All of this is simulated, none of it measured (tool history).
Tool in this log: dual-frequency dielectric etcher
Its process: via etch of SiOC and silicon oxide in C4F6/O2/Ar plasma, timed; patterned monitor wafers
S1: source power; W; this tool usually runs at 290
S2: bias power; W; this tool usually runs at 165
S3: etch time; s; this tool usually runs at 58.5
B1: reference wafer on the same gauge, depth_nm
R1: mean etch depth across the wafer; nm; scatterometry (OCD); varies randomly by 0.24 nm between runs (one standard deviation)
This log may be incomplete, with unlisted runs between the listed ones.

{"run": 1, "hour": 0.0, "S1": 290, "S2": 165, "S3": 63.5, "B1": 64.8, "R1": 60.5}
{"run": 2, "hour": 17.1, "S1": 290, "S2": 165, "S3": 63.5, "B1": 64.7, "R1": 60.5}
{"run": 3, "hour": 25.8, "S1": 290, "S2": 136, "S3": 58.5, "B1": 64.8, "R1": 53.7}
{"run": 4, "hour": 37.2, "S1": 290, "S2": 136, "S3": 58.5, "B1": 64.9, "R1": 53.7}
{"run": 5, "hour": 52.2, "S1": 290, "S2": 136, "S3": 58.5, "B1": 64.8, "R1": 53.6}
{"run": 6, "hour": 68.3, "S1": 250, "S2": 165, "S3": 58.5, "B1": 64.7, "R1": 53.1}
{"run": 7, "hour": 100.6, "S1": 290, "S2": 165, "S3": 58.5, "B1": 64.7, "R1": 56.5}
{"run": 8, "hour": 100.9, "S1": 290, "S2": 165, "S3": 58.5, "B1": 64.9, "R1": 56.3}
{"run": 9, "hour": 101.3, "S1": 290, "S2": 165, "S3": 58.5, "B1": 64.8, "R1": 56.1}
{"run": 10, "hour": 113.3, "S1": 330, "S2": 165, "S3": 58.5, "B1": 64.9, "R1": 58.9}
{"run": 11, "hour": 123.7, "S1": 290, "S2": 165, "S3": 58.5, "B1": 64.9, "R1": 56.4}
{"run": 12, "hour": 133.7, "S1": 290, "S2": 165, "S3": 48.5, "B1": 64.7, "R1": 46.6}
{"run": 13, "hour": 166.3, "S1": 290, "S2": 165, "S3": 48.5, "B1": 64.8, "R1": 47.5}
{"run": 14, "hour": 166.6, "S1": 260, "S2": 165, "S3": 51, "B1": 64.8, "R1": 48.5}
{"run": 15, "hour": 167.0, "S1": 290, "S2": 165, "S3": 58.5, "B1": 64.8, "R1": 57.1}
{"run": 16, "hour": 168.1, "S1": 290, "S2": 165, "S3": 58.5, "B1": 64.8, "R1": 57.3}
{"run": 17, "hour": 180.9, "S1": 290, "S2": 133, "S3": 58.5, "B1": 64.7, "R1": 54.7}
{"run": 18, "hour": 196.2, "S1": 290, "S2": 165, "S3": 58.5, "B1": 64.8, "R1": 57.7}
{"run": 19, "hour": 211.5, "S1": 290, "S2": 165, "S3": 58.5, "B1": 64.8, "R1": 58.3}
{"run": 20, "hour": 219.5, "S1": 320, "S2": 135, "S3": 44, "B1": 64.8, "R1": 43}
{"run": 21, "hour": 234.6, "S1": 230, "S2": 165, "S3": 58.5, "B1": 64.8, "R1": 53.7}
{"run": 22, "hour": 260.2, "S1": 290, "S2": 165, "S3": 58.5, "B1": 64.7, "R1": 53.8}
{"run": 23, "hour": 265.2, "S1": 260, "S2": 132, "S3": 73, "B1": 64.8, "R1": 61.5}
{"run": 24, "hour": 279.7, "S1": 220, "S2": 184, "S3": 70, "B1": 64.8, "R1": 60.8}
{"run": 25, "hour": 293.2, "S1": 290, "S2": 165, "S3": 58.5, "B1": 64.7, "R1": 53.9}
{"run": 26, "hour": 307.8, "S1": 290, "S2": 139, "S3": 64.5, "B1": 64.7, "R1": 58}
{"run": 27, "hour": 322.5, "S1": 230, "S2": 136, "S3": 73, "B1": 64.8, "R1": 60.6}
{"run": 28, "hour": 329.5, "S1": 330, "S2": 197, "S3": 53.5, "B1": 64.8, "R1": 53.6}
{"run": 29, "hour": 345.3, "S1": 330, "S2": 204, "S3": 46, "B1": 64.7, "R1": 47.1}
{"run": 30, "hour": 357.7, "S1": 290, "S2": 165, "S3": 58.5, "B1": 64.8, "R1": 54.1}
{"run": 31, "hour": 365.8, "S1": 250, "S2": 200, "S3": 48.5, "B1": 64.7, "R1": 44.9}

Put back what was entered between runs (6 entries, withheld): which listed runs does each sit between, and how does the hidden state differ from the listed run before to the listed run after?
Between runs 6 and 7: bias power generator calibrated (hour 72.9); upper electrode replaced (hour 100.1)
  etch rate over this chamber's usual, %: 3.7 -> 3.9
  measured result minus the result with no hidden state, R1: +1.9 -> +2.1 nm
Between runs 12 and 13: source power generator calibrated (hour 151.5); wet clean of the chamber (hour 165.8)
  etch rate over this chamber's usual, %: 4.1 -> 6.32
  measured result minus the result with no hidden state, R1: +1.8 -> +2.8 nm
Between runs 19 and 20: gauge calibrated (hour 212.5)
  etch rate over this chamber's usual, %: 6.6 -> 6.65
  measured result minus the result with no hidden state, R1: +3.6 -> +2.7 nm
Between runs 21 and 22: wet clean of the chamber, repeated, since the last time left the tool worse (hour 259.7)
  etch rate over this chamber's usual, %: 6.75 -> -0.307
  measured result minus the result with no hidden state, R1: +3.4 -> -0.1 nm
